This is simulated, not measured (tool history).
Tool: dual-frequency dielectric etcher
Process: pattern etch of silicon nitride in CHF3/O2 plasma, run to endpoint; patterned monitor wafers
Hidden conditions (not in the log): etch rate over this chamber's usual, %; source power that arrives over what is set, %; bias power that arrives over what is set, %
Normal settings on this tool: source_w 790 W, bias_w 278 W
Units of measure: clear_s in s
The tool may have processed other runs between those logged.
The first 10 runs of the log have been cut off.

run   hour  source_w  bias_w  wafers since the last listed run  hours since the last wet clean  hours since the last source power generator calibration  hours since the last bias power generator calibration  hours since the last upper electrode change  incoming incoming film thickness, nm  clear_s
 11  121.3       790     312                                91                           393.9                                                   3032.8                                                 3658.4                                       3429.1                                  99.6     49.0
 12  133.5       790     278                                94                           406.1                                                   3045.0                                                 3670.6                                       3441.3                                 100.4     51.1
 13  147.7       790     278                               110                           420.3                                                   3059.2                                                 3684.8                                       3455.5                                 100.0     51.0
 14  159.7       930     278                                93                           432.3                                                   3071.2                                                 3696.8                                       3467.5                                  99.8     47.5
 15  170.8       930     278                                86                           443.4                                                   3082.3                                                 3707.9                                       3478.6                                 100.4     48.1
 16  179.5       680     278                                67                           452.1                                                   3091.0                                                 3716.6                                       3487.3                                  99.6     54.6
 17  215.5       680     278                               279                           488.1                                                   3127.0                                                 3752.6                                       3523.3                                  99.9     55.2
 18  221.5       860     234                                46                           494.1                                                   3133.0                                                 3758.6                                       3529.3                                 100.3     52.4
 19  234.5       870     239                               100                           507.1                                                   3146.0                                                 3771.6                                       3542.3                                 100.2     51.7
 20  244.0       980     328                                73                           516.6                                                   3155.5                                                 3781.1                                       3551.8                                 100.0     44.2
 21  253.8       790     278                                75                           526.4                                                   3165.3                                                 3790.9                                       3561.6                                 100.2     51.6
     319.3  -- wet clean of the chamber
 22  319.8       970     278                               325                             0.5                                                   3231.3                                                 3856.9                                       3627.6                                  99.6     44.4
 23  320.1       870     340                                 2                             0.8                                                   3231.6                                                 3857.2                                       3627.9                                  99.9     44.3
 24  320.4       650     341                                 2                             1.1                                                   3231.9                                                 3857.5                                       3628.2                                 100.5     50.3
     329.7  -- bias power generator calibrated
     345.2  -- source power generator calibrated
     351.7  -- upper electrode replaced
 25  352.2       950     214                               134                            32.9                                                      7.0                                                   22.5                                          0.5                                 100.5     49.4
 26  352.5       790     278                                 2                            33.2                                                      7.3                                                   22.8                                          0.8                                 100.2     48.8
 27  356.2       980     306                                28                            36.9                                                     11.0                                                   26.5                                          4.5                                 100.7     43.9
 28  363.4       720     326                                55                            44.1                                                     18.2                                                   33.7                                         11.7                                 100.0     48.3
 29  381.3       790     278                               138                            62.0                                                     36.1                                                   51.6                                         29.6                                 101.3     49.7
 30  394.0       640     258                                98                            74.7                                                     48.8                                                   64.3                                         42.3                                 101.5     56.1
 31  400.4       970     246                                49                            81.1                                                     55.2                                                   70.7                                         48.7                                 100.4     46.7
 32  414.8       610     221                               111                            95.5                                                     69.6                                                   85.1                                         63.1                                  99.6     59.3
 33  429.0       870     239                               110                           109.7                                                     83.8                                                   99.3                                         77.3                                  99.2     49.0
 34  441.3       790     278                                95                           122.0                                                     96.1                                                  111.6                                         89.6                                  99.8     49.0
 35  487.3       790     278                               356                           168.0                                                    142.1                                                  157.6                                        135.6                                 100.6     49.8

3 ways to go on from here, each from the tool as it stands after run 35. What would each give?
  A  487.7       790     278                                 3                           168.4                                                    142.5                                                  158.0                                        136.0                                 100.0        ?
  B  487.7       870     232                                 3                           168.4                                                    142.5                                                  158.0                                        136.0                                 100.0        ?
  C  487.7       920     347                                 3                           168.4                                                    142.5                                                  158.0                                        136.0                                 100.0        ?

run  clear_s
  A     49.4
  B     50.1
  C     43.0
Without the tool's hidden state the same runs would have given:
run  clear_s
  A     48.7
  B     49.4
  C     42.4
